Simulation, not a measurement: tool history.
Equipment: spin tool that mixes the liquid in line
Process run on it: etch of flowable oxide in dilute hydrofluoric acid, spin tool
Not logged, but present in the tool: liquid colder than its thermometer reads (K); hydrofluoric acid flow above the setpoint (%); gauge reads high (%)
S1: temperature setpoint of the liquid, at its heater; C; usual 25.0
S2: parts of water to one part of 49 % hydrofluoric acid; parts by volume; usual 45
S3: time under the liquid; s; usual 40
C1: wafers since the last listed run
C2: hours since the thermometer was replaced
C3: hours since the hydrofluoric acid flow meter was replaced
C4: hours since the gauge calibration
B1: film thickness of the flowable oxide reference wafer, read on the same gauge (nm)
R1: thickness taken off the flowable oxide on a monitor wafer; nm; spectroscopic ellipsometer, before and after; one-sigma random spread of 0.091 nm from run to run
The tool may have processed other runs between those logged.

run 1 day=0.000 | S1=25.0 S2=45 S3=40 | C1=0 C2=448.9 C3=950.8 C4=461.5 | B1=69.99 | R1=27.95
run 2 day=3.658 | S1=25.0 S2=45 S3=40 | C1=787 C2=536.7 C3=1038.6 C4=549.3 | B1=69.99 | R1=27.91
run 3 day=6.950 | S1=25.0 S2=45 S3=40 | C1=709 C2=615.7 C3=1117.6 C4=628.3 | B1=69.99 | R1=27.75
run 4 day=10.354 | S1=23.0 S2=45 S3=40 | C1=733 C2=697.4 C3=1199.3 C4=710.0 | B1=70.02 | R1=25.63
run 5 day=12.175 | S1=23.0 S2=45 S3=40 | C1=392 C2=741.1 C3=1243.0 C4=753.7 | B1=69.99 | R1=25.40
run 6 day=13.850 | S1=23.0 S2=45 S3=40 | C1=360 C2=781.3 C3=1283.2 C4=793.9 | B1=70.03 | R1=25.57
-- day=14.171 thermometer replaced
run 7 day=17.942 | S1=25.0 S2=60 S3=55 | C1=872 C2=90.5 C3=1381.4 C4=892.1 | B1=70.01 | R1=27.56
run 8 day=19.517 | S1=25.0 S2=45 S3=40 | C1=339 C2=128.3 C3=1419.2 C4=929.9 | B1=69.98 | R1=26.91
-- day=20.379 thermometer replaced, repeated, since the last time left the tool worse
run 9 day=21.071 | S1=25.0 S2=45 S3=40 | C1=325 C2=16.6 C3=1456.5 C4=967.2 | B1=70.00 | R1=28.19
run 10 day=22.754 | S1=25.0 S2=45 S3=50 | C1=362 C2=57.0 C3=1496.9 C4=1007.6 | B1=70.02 | R1=35.34
-- day=22.804 gauge calibrated
run 11 day=25.442 | S1=30.0 S2=45 S3=40 | C1=578 C2=121.5 C3=1561.4 C4=63.3 | B1=70.01 | R1=34.64
-- day=25.683 hydrofluoric acid flow meter replaced
run 12 day=28.271 | S1=21.0 S2=45 S3=25 | C1=600 C2=189.4 C3=62.1 C4=131.2 | B1=70.00 | R1=14.92
run 13 day=31.342 | S1=29.5 S2=45 S3=40 | C1=661 C2=263.1 C3=135.8 C4=204.9 | B1=69.95 | R1=33.73
run 14 day=34.262 | S1=28.0 S2=55 S3=40 | C1=629 C2=333.2 C3=205.9 C4=275.0 | B1=70.00 | R1=25.53

Predict each of these 5 candidate next runs independently; none follows another, all start after run 14:
run A day=34.279 | S1=25.0 S2=45 S3=40 | C1=3 C2=333.6 C3=206.3 C4=275.4 | B1=? | R1=?
run B day=34.279 | S1=30.0 S2=45 S3=65 | C1=3 C2=333.6 C3=206.3 C4=275.4 | B1=? | R1=?
run C day=34.279 | S1=23.0 S2=60 S3=25 | C1=3 C2=333.6 C3=206.3 C4=275.4 | B1=? | R1=?
run D day=34.279 | S1=26.5 S2=60 S3=55 | C1=3 C2=333.6 C3=206.3 C4=275.4 | B1=? | R1=?
run E day=34.279 | S1=27.5 S2=35 S3=40 | C1=3 C2=333.6 C3=206.3 C4=275.4 | B1=? | R1=?

run=A B1=70.02 R1=28.11
run=B B1=70.02 R1=55.87
run=C B1=70.02 R1=11.90
run=D B1=70.02 R1=30.18
run=E B1=70.02 R1=40.59
Stripped of hidden state, with their random variation kept, the same runs would have yielded:
run=A R1=28.40
run=B R1=56.42
run=C R1=12.02
run=D R1=30.48
run=E R1=41.01

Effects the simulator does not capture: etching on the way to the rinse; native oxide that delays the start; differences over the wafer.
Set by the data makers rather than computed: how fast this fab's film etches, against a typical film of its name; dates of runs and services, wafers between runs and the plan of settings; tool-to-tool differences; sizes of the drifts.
